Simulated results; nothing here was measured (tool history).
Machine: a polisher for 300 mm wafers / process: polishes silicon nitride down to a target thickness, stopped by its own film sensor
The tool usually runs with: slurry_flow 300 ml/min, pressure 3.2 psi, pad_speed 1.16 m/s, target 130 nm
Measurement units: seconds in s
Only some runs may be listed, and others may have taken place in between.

run	hour	slurry_flow	pressure	pad_speed	target	incoming thickness of the incoming film, nm	seconds
1	0	300	3.2	1.34	130	226.3	54.9
2	9	300	3.2	1.34	130	227.9	56.4
3	16.7	300	3.2	1.16	130	228.3	62.5
4	24	300	3.2	1.16	130	232.8	65.9
5	39.8	300	3.2	1.16	130	229.6	61.3
6	56.5	300	3.2	1.16	130	234.4	66.5
7	73	300	3.2	1.16	130	227.3	63.8
8	86.9	300	3.2	1.16	130	227	65.7
9	98.6	260	3.2	1.48	130	230.3	55.7
10	107.3	300	3.2	1.06	130	229.9	70.2
11	118	300	3.2	1.06	130	231.1	74
12	165.1	350	3.7	1.16	130	233.5	60.1
13	179.5	300	3.2	1.32	130	229.5	58.9
14	191.7	300	3.2	1.16	109	231.9	80.4
15	197	300	3.2	1.16	130	225.9	63.1
16	209.8	220	3.2	0.8	130	233.2	84
17	216.7	300	3.2	1.42	113	233.8	73.5
18	229.5	300	3.2	1.16	140	232.4	60
19	236.7	300	3.2	1.16	130	225.7	62.9
20	242.9	300	3.2	0.98	112	233.6	87.3
21	256	230	4.1	1.16	130	226	56
22	267.7	300	3.2	0.86	130	230.9	80
23	279.9	300	4.2	1.16	155	232.2	41.1
24	288.6	265	3.2	1.16	130	230.9	63.8
25	297.9	345	2.5	1.36	100	233.5	88.4
26	308.3	270	3.2	1.16	130	230.5	66.7
27	316.6	300	3.2	1.28	119	230.1	67.3
28	323.5	300	3.2	0.88	130	226.4	69.3
29	372.6	300	3.2	1.16	130	230.6	66
30	388.6	390	4	0.88	96	233	84.4
31	406.5	355	3.2	1.16	130	230.8	64.5
32	420.5	300	3.2	0.92	130	227.9	67.6
33	445.9	300	4	1.16	130	225.5	52.4
34	452	375	3.2	1.04	130	231.3	64.6
35	462.1	400	3.2	1.16	130	231.9	62.8
36	471.5	300	3.2	0.98	112	227.3	78.8

Removed from this log: 5 entries logged between the listed runs. Between which two listed runs does each belong, and how does the tool's hidden state at the listed run before it compare with that at the listed run after it?
In the gap between runs 5 and 6: slurry nozzle cleaned (hour 52.1)
  removal rate lost through wear of the pad, %: 2.66 -> 3.34
  measured less the result without the state, seconds: +1.6 -> +2.2 s
In the gap between runs 11 and 12: worn pad replaced by a new one, of another model than before (hour 124.7)
  removal rate lost through wear of the pad, %: 5.82 -> 2.65
  measured less the result without the state, seconds: +4.3 -> +1.6 s
In the gap between runs 13 and 14: head pressure recalibrated (hour 191.2)
  removal rate lost through wear of the pad, %: 3.24 -> 3.73
  measured less the result without the state, seconds: +1.9 -> +3 s
In the gap between runs 22 and 23: worn pad replaced by a new one (hour 272.5)
  removal rate lost through wear of the pad, %: 6.8 -> 1.02
  measured less the result without the state, seconds: +5.4 -> +0.4 s
In the gap between runs 31 and 32: worn pad replaced by a new one (hour 419.7)
  removal rate lost through wear of the pad, %: 6.14 -> 0.267
  measured less the result without the state, seconds: +4 -> +0.2 s
